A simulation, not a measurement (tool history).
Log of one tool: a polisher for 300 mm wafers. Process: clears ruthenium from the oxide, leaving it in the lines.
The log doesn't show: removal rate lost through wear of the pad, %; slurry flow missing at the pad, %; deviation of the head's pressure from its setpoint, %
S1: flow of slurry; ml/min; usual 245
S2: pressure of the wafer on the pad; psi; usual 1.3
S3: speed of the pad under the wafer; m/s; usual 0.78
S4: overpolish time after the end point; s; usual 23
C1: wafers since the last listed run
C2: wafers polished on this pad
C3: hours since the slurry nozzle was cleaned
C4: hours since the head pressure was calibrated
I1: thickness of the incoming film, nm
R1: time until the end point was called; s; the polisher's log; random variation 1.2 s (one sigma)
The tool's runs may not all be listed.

run	day	S1	S2	S3	S4	C1	C2	C3	C4	I1	R1
1	0.000	245	1.3	0.78	19	0	524	444.0	610.5	55.1	86.8
2	0.712	245	1.3	0.78	19	107	631	461.1	627.6	55.0	85.9
3	2.042	285	1.3	0.90	23	199	831	493.0	659.5	54.1	75.2
# day 3.396: worn pad replaced by a new one
4	3.417	285	1.3	0.90	23	181	3	526.0	692.5	55.7	77.1
5	4.192	285	1.3	0.90	23	116	119	544.6	711.1	55.6	76.8
6	5.138	245	1.3	0.78	23	142	261	567.3	733.8	54.4	87.8
7	6.225	245	1.3	0.78	23	163	425	593.4	759.9	55.6	90.5
8	7.479	245	1.3	0.78	23	188	613	623.5	790.0	55.7	89.3
9	8.292	290	1.3	0.78	23	122	736	643.0	809.5	55.1	87.0
10	9.733	290	1.3	0.78	23	216	952	677.6	844.1	55.2	87.1
11	10.233	290	1.3	0.78	23	75	1028	689.6	856.1	55.5	89.1
# day 10.871: worn pad replaced by a new one
12	11.442	225	1.3	0.78	23	156	85	718.6	885.1	55.8	92.7
13	12.288	245	1.3	0.78	32	127	212	738.9	905.4	55.1	88.5
# day 13.479: head pressure recalibrated
14	13.500	245	1.3	0.78	32	169	382	768.0	0.5	54.9	90.4
15	14.296	245	1.3	0.78	32	119	502	787.1	19.6	54.3	90.5
16	15.562	245	1.3	0.78	23	190	692	817.5	50.0	54.7	92.1
17	16.554	245	1.3	0.78	23	149	841	841.3	73.8	55.1	93.5
# day 16.688: slurry nozzle cleaned
18	17.304	285	1.1	0.70	23	106	948	14.8	91.8	55.4	106.0
# day 17.508: worn pad replaced by a new one
19	18.025	245	1.3	0.78	23	83	77	32.1	109.1	55.7	86.7
20	19.229	185	0.8	0.62	30	181	258	61.0	138.0	55.7	182.7
21	19.962	245	1.3	0.78	23	110	369	78.6	155.6	55.0	84.2
22	20.483	275	1.3	0.50	37	78	447	91.1	168.1	54.6	129.2
23	21.625	325	1.6	0.90	23	171	619	118.5	195.5	55.8	58.1
24	22.321	245	1.3	0.64	27	104	723	135.2	212.2	55.5	101.4
25	23.521	225	1.3	0.78	23	180	904	164.0	241.0	55.2	85.9
26	24.042	220	0.9	0.78	23	78	982	176.5	253.5	55.4	125.7

Run 27 comes next. What will it give?
# day 25.529: worn pad replaced by a new one, of another model than before
27	25.550	310	0.9	0.64	23	201	3	212.7	289.7	54.6	?

Run 27 gave R1 108.3 s.
Without the tool's hidden state the same run would have given R1 107.4 s.
